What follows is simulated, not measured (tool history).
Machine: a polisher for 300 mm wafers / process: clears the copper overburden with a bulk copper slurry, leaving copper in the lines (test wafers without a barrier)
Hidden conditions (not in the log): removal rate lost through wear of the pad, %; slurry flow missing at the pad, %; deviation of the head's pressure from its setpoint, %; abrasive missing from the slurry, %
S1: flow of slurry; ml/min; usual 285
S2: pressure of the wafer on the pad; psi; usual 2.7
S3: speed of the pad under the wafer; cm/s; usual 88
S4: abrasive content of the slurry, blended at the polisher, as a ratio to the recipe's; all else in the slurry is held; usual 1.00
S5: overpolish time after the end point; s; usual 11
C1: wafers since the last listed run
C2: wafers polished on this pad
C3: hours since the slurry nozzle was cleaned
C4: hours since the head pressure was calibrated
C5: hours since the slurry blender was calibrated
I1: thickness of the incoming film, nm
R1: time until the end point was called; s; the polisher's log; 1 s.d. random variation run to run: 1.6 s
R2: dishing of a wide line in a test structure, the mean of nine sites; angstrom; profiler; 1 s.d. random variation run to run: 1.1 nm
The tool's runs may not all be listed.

run	day	S1	S2	S3	S4	S5	C1	C2	C3	C4	C5	I1	R1	R2
1	0.000	285	2.4	88	1.00	11	0	400	441.2	460.6	336.0	669.3	97.9	482
2	1.467	285	2.4	88	1.00	11	415	816	476.4	495.8	371.2	666.3	97.2	499
# day 2.125: worn pad replaced by a new one
3	2.550	285	2.4	88	1.00	11	259	120	502.4	521.8	397.2	655.9	93.4	499
4	3.079	285	2.7	88	1.00	11	150	270	515.1	534.5	409.9	665.2	89.4	541
5	4.571	285	2.7	88	1.00	11	422	693	550.9	570.3	445.7	658.1	89.2	505
# day 5.025: slurry nozzle cleaned
6	5.300	285	2.7	88	0.80	11	194	888	6.6	587.8	463.2	663.7	94.0	509
# day 5.904: worn pad replaced by a new one
7	6.658	285	2.7	88	0.80	11	337	214	39.2	620.4	495.8	655.7	92.0	508
8	7.250	285	2.7	88	0.80	11	167	382	53.4	634.6	510.0	667.3	92.5	499
# day 7.521: slurry blender recalibrated
# day 8.546: head pressure recalibrated
9	8.717	235	2.7	108	0.85	13	368	750	88.6	4.1	28.7	659.6	75.6	676
# day 9.229: worn pad replaced by a new one
10	9.975	230	3.0	100	1.10	11	309	211	118.8	34.3	58.9	648.8	70.7	614
11	11.217	285	2.4	88	0.85	11	352	564	148.6	64.1	88.7	654.3	99.5	474
12	11.875	285	2.7	88	1.00	11	186	750	164.4	79.9	104.5	656.9	85.7	524
13	12.708	285	2.7	88	1.00	14	236	987	184.4	99.9	124.5	658.1	89.1	599
# day 13.317: worn pad replaced by a new one
14	13.396	210	2.7	88	1.00	11	147	22	200.9	116.4	141.0	664.1	88.8	485
15	14.512	285	2.7	88	1.00	11	316	338	227.7	143.2	167.8	648.9	85.1	514
16	15.121	285	2.7	88	1.00	11	172	511	242.3	157.8	182.4	661.8	89.7	526
17	15.808	285	2.7	64	0.75	11	194	706	258.8	174.3	198.9	654.1	126.5	379

What was the tool's hidden state at every run in the log?
removal rate lost through wear of the pad, %: 0 on each run
slurry flow missing at the pad, %: 0 on each run
deviation of the head's pressure from its setpoint, %: 0 on each run
abrasive missing from the slurry, %: 0 on each run
